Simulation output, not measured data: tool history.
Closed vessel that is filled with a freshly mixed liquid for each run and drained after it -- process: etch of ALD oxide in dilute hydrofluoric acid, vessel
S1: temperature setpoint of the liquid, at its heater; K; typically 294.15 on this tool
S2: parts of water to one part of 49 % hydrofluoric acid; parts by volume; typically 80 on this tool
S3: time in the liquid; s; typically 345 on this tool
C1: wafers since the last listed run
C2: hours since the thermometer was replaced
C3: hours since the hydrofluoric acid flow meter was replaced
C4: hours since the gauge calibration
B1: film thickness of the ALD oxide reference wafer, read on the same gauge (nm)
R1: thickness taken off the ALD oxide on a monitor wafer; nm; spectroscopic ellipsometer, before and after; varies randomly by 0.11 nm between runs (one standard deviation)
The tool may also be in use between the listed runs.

run 1 hour=0 | S1=296.65 S2=80 S3=345 | C1=0 C2=2126.5 C3=602.5 C4=239 | B1=40.02 | R1=42.64
-- hour=17.7 gauge calibrated
run 2 hour=30.3 | S1=296.65 S2=80 S3=345 | C1=1561 C2=2156.8 C3=632.8 C4=12.6 | B1=40.04 | R1=42.73
run 3 hour=64.8 | S1=296.65 S2=80 S3=345 | C1=1778 C2=2191.3 C3=667.3 C4=47.1 | B1=40 | R1=42.69
run 4 hour=103.2 | S1=294.15 S2=80 S3=345 | C1=1979 C2=2229.7 C3=705.7 C4=85.5 | B1=40.01 | R1=38.67
run 5 hour=116 | S1=294.15 S2=80 S3=345 | C1=659 C2=2242.5 C3=718.5 C4=98.3 | B1=40.01 | R1=38.9
run 6 hour=147.1 | S1=294.15 S2=80 S3=345 | C1=1603 C2=2273.6 C3=749.6 C4=129.4 | B1=40 | R1=38.77
-- hour=160.7 hydrofluoric acid flow meter replaced
run 7 hour=166.9 | S1=294.15 S2=80 S3=345 | C1=969 C2=2293.4 C3=6.2 C4=149.2 | B1=40.01 | R1=36.01
run 8 hour=194.2 | S1=294.15 S2=80 S3=345 | C1=1407 C2=2320.7 C3=33.5 C4=176.5 | B1=39.95 | R1=36.1
run 9 hour=208.9 | S1=294.15 S2=80 S3=345 | C1=757 C2=2335.4 C3=48.2 C4=191.2 | B1=39.99 | R1=36.1
-- hour=224.5 thermometer replaced
run 10 hour=234.2 | S1=292.15 S2=100 S3=345 | C1=1252 C2=9.7 C3=73.5 C4=216.5 | B1=40.06 | R1=29.21
run 11 hour=249.3 | S1=294.15 S2=70 S3=145 | C1=778 C2=24.8 C3=88.6 C4=231.6 | B1=39.99 | R1=19.61

Run 12 is up next; what results do you expect?
-- hour=270.2 gauge calibrated
run 12 hour=284.6 | S1=294.15 S2=80 S3=490 | C1=1819 C2=60.1 C3=123.9 C4=14.4 | B1=? | R1=?

B1: 39.98
R1: 57.83 nm
If the tool had no hidden condition, the same run with the same run-to-run variation would have returned R1 57.34 nm.

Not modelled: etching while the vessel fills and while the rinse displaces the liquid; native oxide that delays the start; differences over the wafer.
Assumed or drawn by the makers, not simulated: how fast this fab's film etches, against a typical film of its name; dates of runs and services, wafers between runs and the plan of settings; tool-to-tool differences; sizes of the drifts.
